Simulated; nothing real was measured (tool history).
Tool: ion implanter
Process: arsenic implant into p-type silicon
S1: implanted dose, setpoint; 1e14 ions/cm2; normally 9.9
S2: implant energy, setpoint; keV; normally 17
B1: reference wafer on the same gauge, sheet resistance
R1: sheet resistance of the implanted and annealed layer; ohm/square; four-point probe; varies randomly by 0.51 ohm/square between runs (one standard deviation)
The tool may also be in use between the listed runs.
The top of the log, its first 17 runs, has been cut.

run    hour     S1    S2      B1      R1
 18   997.1    9.9    13  138.96  140.44
     1122.7  -- extraction supply calibrated
 19  1184.1  10.91    17  138.87  128.88
 20  1234.4  12.77    11  139.07  126.85
 21    1298  12.09  21.5  138.72  115.86
       1306  -- gauge calibrated
 22  1368.3  12.14    23  139.09  114.72
 23  1397.9   7.48    21  139.03  156.36
 24    1461   8.37    12  138.82  156.79
 25  1525.8   7.58  19.5  138.91  158.14
 26  1642.8  12.54    12  139.02  127.47
     1687.8  -- Faraday cup replaced and dose calibrated
 27  1688.3   6.94    17  139.02  168.74
 28  1738.7    9.9    17  138.93   134.7
 29  1790.8   6.94    17  139.13  169.26
 30  1827.6    9.9    17  138.84   134.2
 31  1876.3   8.67  20.5  138.89  140.84

Expected results for the next run?
 32  1938.4  9.9  17   ?   ?

{"run 32": {"B1": 139.02, "R1": 134.03}}
Without the tool's hidden state the same run would have given R1 133.45 ohm/square.
